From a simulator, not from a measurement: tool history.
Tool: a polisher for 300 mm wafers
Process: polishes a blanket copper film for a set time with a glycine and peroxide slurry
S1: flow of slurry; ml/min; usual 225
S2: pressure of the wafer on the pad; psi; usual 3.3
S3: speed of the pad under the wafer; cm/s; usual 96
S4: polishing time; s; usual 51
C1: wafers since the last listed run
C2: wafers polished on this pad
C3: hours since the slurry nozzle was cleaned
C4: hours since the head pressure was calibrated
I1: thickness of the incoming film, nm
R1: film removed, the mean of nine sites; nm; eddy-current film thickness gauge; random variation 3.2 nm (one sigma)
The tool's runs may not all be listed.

run	hour	S1	S2	S3	S4	C1	C2	C3	C4	I1	R1
1	0.0	225	3.3	96	51	0	633	394.0	795.4	1685.4	275.2
2	8.0	225	3.3	96	51	63	696	402.0	803.4	1660.7	286.2
# hour 34.2: worn pad replaced by a new one
3	52.8	250	3.3	96	51	323	147	446.8	848.2	1672.6	280.2
4	65.6	225	3.3	96	40	101	249	459.6	861.0	1661.0	221.3
5	77.6	225	3.3	96	51	95	344	471.6	873.0	1656.2	278.3
6	85.4	225	3.3	96	51	61	406	479.4	880.8	1703.3	288.2
7	92.4	225	3.3	96	51	55	462	486.4	887.8	1688.6	281.2
8	106.5	225	3.3	96	51	111	574	500.5	901.9	1660.2	285.3
9	117.2	225	3.3	96	51	84	658	511.2	912.6	1672.0	282.8
10	125.3	225	3.3	96	51	64	723	519.3	920.7	1668.9	283.2
11	137.4	225	3.3	96	51	96	819	531.4	932.8	1707.9	285.9
# hour 143.8: worn pad replaced by a new one
12	144.7	225	3.3	96	51	26	7	538.7	940.1	1685.7	286.3
13	152.0	225	3.3	96	51	57	65	546.0	947.4	1699.0	282.7
# hour 167.0: head pressure recalibrated
14	168.7	225	3.3	96	51	116	181	562.7	1.7	1651.6	264.8
# hour 176.7: slurry nozzle cleaned
15	180.4	225	3.3	96	51	84	266	3.7	13.4	1680.4	258.5
16	190.1	225	3.3	96	51	76	343	13.4	23.1	1687.7	258.1
17	200.4	225	3.3	82	40	81	425	23.7	33.4	1678.5	181.3
18	218.2	225	3.3	96	51	141	566	41.5	51.2	1695.5	266.8
19	229.7	225	3.3	96	51	91	657	53.0	62.7	1665.8	260.5
20	236.7	225	3.3	96	51	55	713	60.0	69.7	1692.5	261.1
# hour 254.3: worn pad replaced by a new one
21	254.8	225	3.3	96	51	111	3	78.1	87.8	1670.8	260.3
22	264.2	225	3.3	96	51	74	78	87.5	97.2	1652.0	258.4
23	277.5	225	3.3	96	51	105	183	100.8	110.5	1657.2	251.7
24	321.9	250	3.3	86	51	352	536	145.2	154.9	1667.3	244.3
25	331.1	225	3.3	96	37	73	609	154.4	164.1	1685.3	189.4
26	339.2	250	4.3	118	41	64	673	162.5	172.2	1645.2	292.6
# hour 355.0: worn pad replaced by a new one
27	356.4	225	3.3	96	51	104	10	179.7	189.4	1651.4	258.9
28	369.4	160	3.3	82	34	103	114	192.7	202.4	1649.2	155.4
29	377.4	225	3.3	122	65	63	177	200.7	210.4	1673.6	389.9
30	384.5	225	3.3	96	63	56	233	207.8	217.5	1677.5	321.6
31	397.2	290	2.9	96	36	100	334	220.5	230.2	1635.1	171.1
32	408.5	155	3.3	96	63	89	424	231.8	241.5	1704.3	318.0
33	433.8	225	3.3	96	51	200	625	257.1	266.8	1660.8	265.8
34	446.3	260	2.5	96	51	99	724	269.6	279.3	1687.7	220.8
# hour 452.0: worn pad replaced by a new one
35	453.2	225	3.8	122	46	23	9	276.5	286.2	1692.8	308.3
36	466.7	225	3.3	126	64	107	116	290.0	299.7	1681.5	398.8

Measured less the same run without the tool's hidden state. The same run-to-run variation is in both; the gauge's scatter may not be:
The hidden state here: removal rate lost through wear of the pad, %; slurry flow missing at the pad, %; deviation of the head's pressure from its setpoint, %.
run	R1
1	+19.1
2	+20.2
3	+21.8
4	+17.6
5	+22.7
6	+23.9
7	+23.6
8	+24.6
9	+24.9
10	+25.3
11	+26.2
12	+26.5
13	+26.6
14	+1.4
15	+1.4
16	+1.4
17	+0.9
18	+1.5
19	+1.5
20	+1.6
21	+1.6
22	+1.7
23	+1.7
24	+1.9
25	+1.6
26	+2.6
27	+2.5
28	+1.5
29	+4.1
30	+3.4
31	+1.9
32	+3.8
33	+3.5
34	+2.9
35	+4.6
36	+6.2
